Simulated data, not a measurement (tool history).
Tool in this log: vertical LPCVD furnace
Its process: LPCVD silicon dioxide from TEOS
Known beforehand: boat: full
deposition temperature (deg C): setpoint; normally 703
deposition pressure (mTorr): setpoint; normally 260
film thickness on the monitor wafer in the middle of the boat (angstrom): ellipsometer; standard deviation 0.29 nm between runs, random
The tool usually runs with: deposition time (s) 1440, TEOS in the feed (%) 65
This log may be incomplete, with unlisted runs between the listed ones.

run     day  deposition temperature (deg C)  deposition pressure (mTorr)  deposition time (s)  TEOS in the feed (%)  wafers since the last listed run  hours since the last temperature calibration  hours since the pressure gauge was zeroed  hours since the TEOS flow controller was replaced  hours since the gauge calibration  read-back reference wafer on the same gauge, thickness  film thickness on the monitor wafer in the middle of the boat (angstrom)
  1       0                             703                          220                 1440                    65                                 0                                        3504.9                                     4055.4                                             2885.5                              324.1                                                  212.04                                                                    1856.9
  2   1.217                             703                          260                 1440                    65                               223                                        3534.1                                     4084.6                                             2914.7                              353.3                                                  211.99                                                                    2027.7
  3   2.683                             703                          260                 1440                    65                               268                                        3569.3                                     4119.8                                             2949.9                              388.5                                                  212.07                                                                    2019.6
  4   3.333                             703                          260                 1230                    65                               119                                        3584.9                                     4135.4                                             2965.5                              404.1                                                  211.94                                                                    1726.4
  5   4.117                             703                          260                 1230                    65                               143                                        3603.7                                     4154.2                                             2984.3                              422.9                                                  211.92                                                                    1729.3
  6   5.325                             703                          260                 1440                    65                               221                                        3632.7                                     4183.2                                             3013.3                              451.9                                                  212.03                                                                    2022.5
  7   6.371                             703                          260                 1440                    65                               191                                        3657.8                                     4208.3                                             3038.4                                477                                                     212                                                                    2017.1
  8   7.596                             703                          260                 1440                    65                               224                                        3687.2                                     4237.7                                             3067.8                              506.4                                                  211.91                                                                    2024.9
  9   8.971                             703                          260                 1440                    65                               252                                        3720.2                                     4270.7                                             3100.8                              539.4                                                  212.06                                                                    2019.8
 10   9.954                             703                          260                 1440                    65                               180                                        3743.8                                     4294.3                                             3124.4                                563                                                  211.97                                                                    2021.4
 11  11.104                             703                          260                 1440                    65                               210                                        3771.4                                     4321.9                                               3152                              590.6                                                  212.03                                                                    2023.4
 12  11.958                             703                          260                 1440                    65                               156                                        3791.9                                     4342.4                                             3172.5                              611.1                                                  212.06                                                                      2022
 13  13.325                             703                          260                 1440                    65                               250                                        3824.7                                     4375.2                                             3205.3                              643.9                                                  211.99                                                                    2027.3
 14  14.483                             703                          260                 1440                    74                               212                                        3852.5                                       4403                                             3233.1                              671.7                                                  212.04                                                                    2157.9
     15.742  -- TEOS flow controller replaced
 15  15.921                             694                          260                 1440                    65                                80                                          3887                                     4437.5                                                4.3                              706.2                                                  211.87                                                                    1646.5
     16.138  -- gauge calibrated
 16  16.854                             703                          260                 1860                    77                               171                                        3909.4                                     4459.9                                               26.7                               17.2                                                   211.9                                                                    2844.5
 17   18.15                             703                          260                 1440                    65                               237                                        3940.5                                       4491                                               57.8                               48.3                                                  212.04                                                                    2028.1
 18  18.708                             693                          260                 1440                    65                               102                                        3953.9                                     4504.4                                               71.2                               61.7                                                  212.01                                                                    1605.2
 19  19.533                             703                          215                 1440                    58                               151                                        3973.7                                     4524.2                                                 91                               81.5                                                  211.97                                                                    1733.4
 20  20.954                             703                          260                 1440                    65                               260                                        4007.8                                     4558.3                                              125.1                              115.6                                                  212.03                                                                    2030.7
     22.775  -- pressure gauge zeroed
 21  22.796                             693                          210                 1710                    71                               154                                          4052                                        0.5                                              169.3                              159.8                                                  212.01                                                                    1786.8
 22      23                             703                          300                 1440                    54                                37                                        4056.9                                        5.4                                              174.2                              164.7                                                  212.02                                                                    1986.7
     24.112  -- thermocouples replaced and temperature profile calibrated
 23  24.133                             703                          200                 1440                    65                                24                                           0.5                                       32.6                                              201.4                              191.9                                                  212.03                                                                    1696.9
 24    25.3                             703                          325                 1440                    65                               213                                          28.5                                       60.6                                              229.4                              219.9                                                  212.03                                                                      2175
 25  26.633                             703                          260                 1440                    65                               244                                          60.5                                       92.6                                              261.4                              251.9                                                  212.03                                                                    1940.2
 26  27.896                             703                          260                 1440                    65                               231                                          90.8                                      122.9                                              291.7                              282.2                                                  211.96                                                                    1941.2
 27  29.062                             703                          305                 1440                    65                               213                                         118.8                                      150.9                                              319.7                              310.2                                                  212.13                                                                    2108.5
 28  30.112                             703                          260                 1440                    65                               192                                           144                                      176.1                                              344.9                              335.4                                                  212.12                                                                      1941
 29  30.988                             703                          260                 1440                    65                               160                                           165                                      197.1                                              365.9                              356.4                                                  211.88                                                                    1945.5
 30  32.271                             703                          260                 1440                    65                               235                                         195.8                                      227.9                                              396.7                              387.2                                                  212.13                                                                    1950.5
 31  33.604                             712                          260                 1440                    65                               244                                         227.8                                      259.9                                              428.7                              419.2                                                  211.89                                                                    2400.2

Each row is a separate what-if for the run after 31, all from the same tool condition, not one after another. Results?
  A  33.812                             703                          260                 1440                    65                                38                                         232.8                                      264.9                                              433.7                              424.2                                                       ?                                                                         ?
  B  33.812                             697                          325                 1440                    65                                38                                         232.8                                      264.9                                              433.7                              424.2                                                       ?                                                                         ?
  C  33.812                             693                          200                  870                    74                                38                                         232.8                                      264.9                                              433.7                              424.2                                                       ?                                                                         ?
  D  33.812                             700                          320                 1290                    74                                38                                         232.8                                      264.9                                              433.7                              424.2                                                       ?                                                                         ?

run  read-back reference wafer on the same gauge, thickness  film thickness on the monitor wafer in the middle of the boat (angstrom)
  A                                                  212.03                                                                    1949.9
  B                                                  212.03                                                                    1896.3
  C                                                  212.03                                                                       873
  D                                                  212.03                                                                    1928.9
With the hidden condition removed and each run's random variation left untouched, the same runs would have given:
run  film thickness on the monitor wafer in the middle of the boat (angstrom)
  A                                                                    1931.2
  B                                                                    1877.9
  C                                                                     864.5
  D                                                                    1910.3

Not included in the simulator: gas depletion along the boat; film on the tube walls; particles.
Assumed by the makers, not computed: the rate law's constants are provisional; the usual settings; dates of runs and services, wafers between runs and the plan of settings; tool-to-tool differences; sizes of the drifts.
